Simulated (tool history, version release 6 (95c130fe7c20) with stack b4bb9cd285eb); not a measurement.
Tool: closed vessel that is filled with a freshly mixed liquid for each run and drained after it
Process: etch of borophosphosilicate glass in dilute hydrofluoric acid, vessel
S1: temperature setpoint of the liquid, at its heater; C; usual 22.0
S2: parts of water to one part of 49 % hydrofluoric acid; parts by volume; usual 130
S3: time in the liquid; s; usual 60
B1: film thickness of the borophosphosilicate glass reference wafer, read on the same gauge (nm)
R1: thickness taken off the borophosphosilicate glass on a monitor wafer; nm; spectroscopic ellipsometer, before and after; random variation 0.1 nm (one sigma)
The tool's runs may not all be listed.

{"run": 1, "hour": 0.0, "S1": 23.5, "S2": 110, "S3": 60, "B1": 100.0, "R1": 18.79}
{"run": 2, "hour": 44.4, "S1": 18.5, "S2": 80, "S3": 60, "B1": 100.04, "R1": 21.72}
{"run": 3, "hour": 57.0, "S1": 22.0, "S2": 160, "S3": 60, "B1": 100.01, "R1": 11.56}
{"run": 4, "hour": 88.6, "S1": 22.0, "S2": 160, "S3": 60, "B1": 99.98, "R1": 11.43}
{"run": 5, "hour": 100.9, "S1": 22.0, "S2": 130, "S3": 60, "B1": 100.0, "R1": 14.42}
{"run": 6, "hour": 116.1, "S1": 22.0, "S2": 130, "S3": 60, "B1": 100.0, "R1": 14.47}
{"run": 7, "hour": 143.3, "S1": 22.0, "S2": 130, "S3": 60, "B1": 100.01, "R1": 14.43}
{"run": 8, "hour": 173.1, "S1": 22.0, "S2": 130, "S3": 60, "B1": 100.01, "R1": 14.44}
{"run": 9, "hour": 186.0, "S1": 22.0, "S2": 130, "S3": 60, "B1": 99.97, "R1": 14.51}
{"run": 10, "hour": 218.9, "S1": 22.0, "S2": 130, "S3": 70, "B1": 99.98, "R1": 16.66}
{"run": 11, "hour": 247.5, "S1": 22.0, "S2": 130, "S3": 70, "B1": 100.01, "R1": 16.79}
{"hour": 272.4, "done": "gauge calibrated"}
{"run": 12, "hour": 272.5, "S1": 20.0, "S2": 130, "S3": 60, "B1": 100.0, "R1": 13.22}
{"run": 13, "hour": 291.1, "S1": 20.0, "S2": 130, "S3": 60, "B1": 100.01, "R1": 13.15}
{"run": 14, "hour": 317.3, "S1": 20.0, "S2": 130, "S3": 60, "B1": 99.98, "R1": 13.34}
{"run": 15, "hour": 340.1, "S1": 22.0, "S2": 130, "S3": 60, "B1": 99.98, "R1": 14.14}
{"run": 16, "hour": 374.5, "S1": 22.0, "S2": 130, "S3": 60, "B1": 100.02, "R1": 14.21}
{"hour": 381.8, "done": "hydrofluoric acid flow meter replaced"}
{"run": 17, "hour": 402.3, "S1": 24.0, "S2": 170, "S3": 85, "B1": 99.99, "R1": 17.89}
{"run": 18, "hour": 430.8, "S1": 18.5, "S2": 130, "S3": 60, "B1": 99.98, "R1": 13.8}
{"run": 19, "hour": 501.6, "S1": 22.0, "S2": 130, "S3": 60, "B1": 100.01, "R1": 15.83}
{"hour": 506.3, "done": "thermometer replaced"}
{"run": 20, "hour": 532.6, "S1": 25.0, "S2": 185, "S3": 70, "B1": 100.0, "R1": 14.97}
{"run": 21, "hour": 547.0, "S1": 24.0, "S2": 130, "S3": 70, "B1": 99.99, "R1": 21.74}
{"run": 22, "hour": 564.4, "S1": 22.0, "S2": 130, "S3": 75, "B1": 99.98, "R1": 21.54}
{"run": 23, "hour": 579.3, "S1": 17.5, "S2": 110, "S3": 70, "B1": 100.01, "R1": 19.88}
{"run": 24, "hour": 610.9, "S1": 22.0, "S2": 130, "S3": 70, "B1": 100.01, "R1": 19.91}
{"run": 25, "hour": 641.8, "S1": 22.0, "S2": 130, "S3": 60, "B1": 99.99, "R1": 17.16}
{"run": 26, "hour": 666.5, "S1": 18.5, "S2": 75, "S3": 50, "B1": 100.04, "R1": 22.88}
{"hour": 680.0, "done": "gauge calibrated"}
{"run": 27, "hour": 696.3, "S1": 22.0, "S2": 70, "S3": 80, "B1": 100.02, "R1": 45.02}
{"run": 28, "hour": 728.3, "S1": 24.5, "S2": 130, "S3": 45, "B1": 99.98, "R1": 13.96}

Forecast each of these 3 alternatives for the next run:
{"run": "A", "hour": 729.0, "S1": 22.0, "S2": 130, "S3": 50, "B1": "?", "R1": "?"}
{"run": "B", "hour": 729.0, "S1": 26.5, "S2": 130, "S3": 35, "B1": "?", "R1": "?"}
{"run": "C", "hour": 729.0, "S1": 25.0, "S2": 180, "S3": 75, "B1": "?", "R1": "?"}

run=A B1=100.01 R1=14.32
run=B B1=100.01 R1=11.94
run=C B1=100.01 R1=16.46
Without the tool's hidden state the same runs would have given:
run=A R1=14.93
run=B R1=12.44
run=C R1=17.15

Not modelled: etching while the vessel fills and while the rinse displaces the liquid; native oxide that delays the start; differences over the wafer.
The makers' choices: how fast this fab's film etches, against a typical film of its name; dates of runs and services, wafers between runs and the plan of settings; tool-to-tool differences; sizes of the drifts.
